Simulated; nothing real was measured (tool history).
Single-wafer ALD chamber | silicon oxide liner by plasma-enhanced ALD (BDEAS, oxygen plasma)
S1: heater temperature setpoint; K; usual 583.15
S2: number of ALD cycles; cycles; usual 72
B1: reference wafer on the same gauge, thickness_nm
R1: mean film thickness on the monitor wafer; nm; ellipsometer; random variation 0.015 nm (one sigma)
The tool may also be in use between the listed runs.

Run 1, hour 0.0: usual settings; B1 5.971. Result: R1 6.043 nm.
Run 2, hour 84.6: usual settings; B1 5.950. Result: R1 5.996 nm.
Run 3, hour 173.9: usual settings; B1 5.955. Result: R1 6.013 nm.
Run 4, hour 364.3: usual settings; B1 5.938. Result: R1 5.994 nm.
Run 5, hour 454.6: usual settings; B1 5.929. Result: R1 6.001 nm.
Run 6, hour 541.3: usual settings; B1 5.917. Result: R1 5.957 nm.
Run 7, hour 612.7: usual settings but S2 63 cycles; B1 5.903. Result: R1 5.228 nm.
Run 8, hour 670.8: usual settings but S1 595.15 K; B1 5.897. Result: R1 5.872 nm.
At hour 693.0: gauge calibrated.
Run 9, hour 723.5: usual settings but S1 595.15 K; B1 6.004. Result: R1 5.992 nm.
Run 10, hour 767.1: usual settings but S2 76 cycles; B1 6.002. Result: R1 6.409 nm.
At hour 810.3: thermocouple changed; heater temperature recalibrated.
Run 11, hour 826.9: usual settings but S2 76 cycles; B1 6.006. Result: R1 6.414 nm.
Run 12, hour 921.5: usual settings but S2 76 cycles; B1 5.997. Result: R1 6.404 nm.
Run 13, hour 1012.0: usual settings; B1 5.995. Result: R1 6.071 nm.
Run 14, hour 1113.8: usual settings; B1 5.998. Result: R1 6.078 nm.
Run 15, hour 1200.9: usual settings but S1 574.15 K, S2 80 cycles; B1 5.991. Result: R1 6.815 nm.
Run 16, hour 1289.5: usual settings but S1 594.15 K, S2 86 cycles; B1 5.994. Result: R1 7.135 nm.
Run 17, hour 1335.5: usual settings but S1 596.15 K, S2 64 cycles; B1 5.993. Result: R1 5.298 nm.
Run 18, hour 1384.2: usual settings but S2 78 cycles; B1 5.988. Result: R1 6.557 nm.
Run 19, hour 1450.6: usual settings; B1 5.987. Result: R1 6.044 nm.
Run 20, hour 1508.2: usual settings but S1 570.15 K, S2 60 cycles; B1 5.978. Result: R1 5.159 nm.
Run 21, hour 1562.7: usual settings; B1 5.973. Result: R1 6.026 nm.
Run 22, hour 1613.4: usual settings; B1 5.970. Result: R1 6.046 nm.
Run 23, hour 1670.4: usual settings but S1 588.15 K, S2 85 cycles; B1 5.977. Result: R1 7.054 nm.
Run 24, hour 1744.6: usual settings but S1 569.15 K, S2 80 cycles; B1 5.978. Result: R1 6.852 nm.
Run 25, hour 1842.7: usual settings but S1 572.15 K, S2 59 cycles; B1 5.964. Result: R1 4.993 nm.
Run 26, hour 1882.5: usual settings; B1 5.958. Result: R1 6.009 nm.

Forecast each of these 4 alternatives for the next run:
Run A, hour 1883.0: usual settings but S2 82 cycles; B1 ?. Result: R1 ?.
Run B, hour 1883.0: usual settings but S1 574.15 K; B1 ?. Result: R1 ?.
Run C, hour 1883.0: usual settings but S2 84 cycles; B1 ?. Result: R1 ?.
Run D, hour 1883.0: usual settings but S2 64 cycles; B1 ?. Result: R1 ?.

run     B1     R1
  A  5.953  6.877
  B  5.953  6.106
  C  5.953  7.044
  D  5.953  5.367
Without the tool's hidden state the same runs would have given:
run     R1
  A  6.937
  B  6.159
  C  7.106
  D  5.414

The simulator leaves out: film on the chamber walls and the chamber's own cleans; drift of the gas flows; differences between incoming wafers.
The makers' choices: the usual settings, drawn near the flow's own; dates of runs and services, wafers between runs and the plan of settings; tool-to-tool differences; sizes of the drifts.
